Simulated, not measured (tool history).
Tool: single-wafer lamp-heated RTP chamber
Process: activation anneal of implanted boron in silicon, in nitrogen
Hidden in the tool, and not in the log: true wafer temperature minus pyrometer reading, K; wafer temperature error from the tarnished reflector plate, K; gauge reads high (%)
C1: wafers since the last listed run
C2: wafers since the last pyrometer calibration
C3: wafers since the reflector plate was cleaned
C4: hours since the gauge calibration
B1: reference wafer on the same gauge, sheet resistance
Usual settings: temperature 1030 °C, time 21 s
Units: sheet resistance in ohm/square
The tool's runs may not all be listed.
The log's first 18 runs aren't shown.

{"run": 19, "day": 12.425, "temperature": 1030, "time": 21, "C1": 320, "C2": 2160, "C3": 2317, "C4": 86.4, "B1": 210.53, "sheet resistance": 249.52}
{"run": 20, "day": 14.288, "temperature": 1017, "time": 24, "C1": 837, "C2": 2998, "C3": 3155, "C4": 131.1, "B1": 210.49, "sheet resistance": 250.83}
{"run": 21, "day": 14.7, "temperature": 1047, "time": 32, "C1": 185, "C2": 3183, "C3": 3341, "C4": 141, "B1": 210.52, "sheet resistance": 246.4}
{"run": 22, "day": 15.2, "temperature": 1012, "time": 11, "C1": 224, "C2": 3408, "C3": 3566, "C4": 153, "B1": 210.57, "sheet resistance": 254.24}
{"run": 23, "day": 15.912, "temperature": 1007, "time": 21, "C1": 320, "C2": 3729, "C3": 3886, "C4": 170.1, "B1": 210.5, "sheet resistance": 253.45}
{"run": 24, "day": 16.229, "temperature": 1057, "time": 27, "C1": 142, "C2": 3871, "C3": 4029, "C4": 177.7, "B1": 210.6, "sheet resistance": 247.18}
{"run": 25, "day": 16.871, "temperature": 1016, "time": 9, "C1": 288, "C2": 4160, "C3": 4317, "C4": 193.1, "B1": 210.59, "sheet resistance": 254.53}
{"run": 26, "day": 17.296, "temperature": 1030, "time": 12, "C1": 191, "C2": 4351, "C3": 4509, "C4": 203.3, "B1": 210.75, "sheet resistance": 250.66}
{"run": 27, "day": 18.0, "temperature": 1030, "time": 21, "C1": 316, "C2": 4668, "C3": 4825, "C4": 220.2, "B1": 210.8, "sheet resistance": 249.95}
{"run": 28, "day": 18.258, "temperature": 1030, "time": 10, "C1": 116, "C2": 4784, "C3": 4942, "C4": 226.4, "B1": 210.86, "sheet resistance": 251.21}
{"run": 29, "day": 18.767, "temperature": 1006, "time": 27, "C1": 228, "C2": 5013, "C3": 5170, "C4": 238.6, "B1": 210.73, "sheet resistance": 252.85}
{"run": 30, "day": 19.412, "temperature": 1020, "time": 21, "C1": 290, "C2": 5303, "C3": 5461, "C4": 254.1, "B1": 210.75, "sheet resistance": 251.02}
{"run": 31, "day": 19.767, "temperature": 1030, "time": 33, "C1": 159, "C2": 5463, "C3": 5620, "C4": 262.6, "B1": 210.78, "sheet resistance": 248.4}

Run 32 comes next. What will it give?
{"run": 32, "day": 20.354, "temperature": 1030, "time": 21, "C1": 264, "C2": 5727, "C3": 5885, "C4": 276.7, "B1": "?", "sheet resistance": "?"}

{"run 32": {"B1": 210.88, "sheet resistance": 250.8}}
Without the tool's hidden state the same run would have given sheet resistance 249.75 ohm/square.
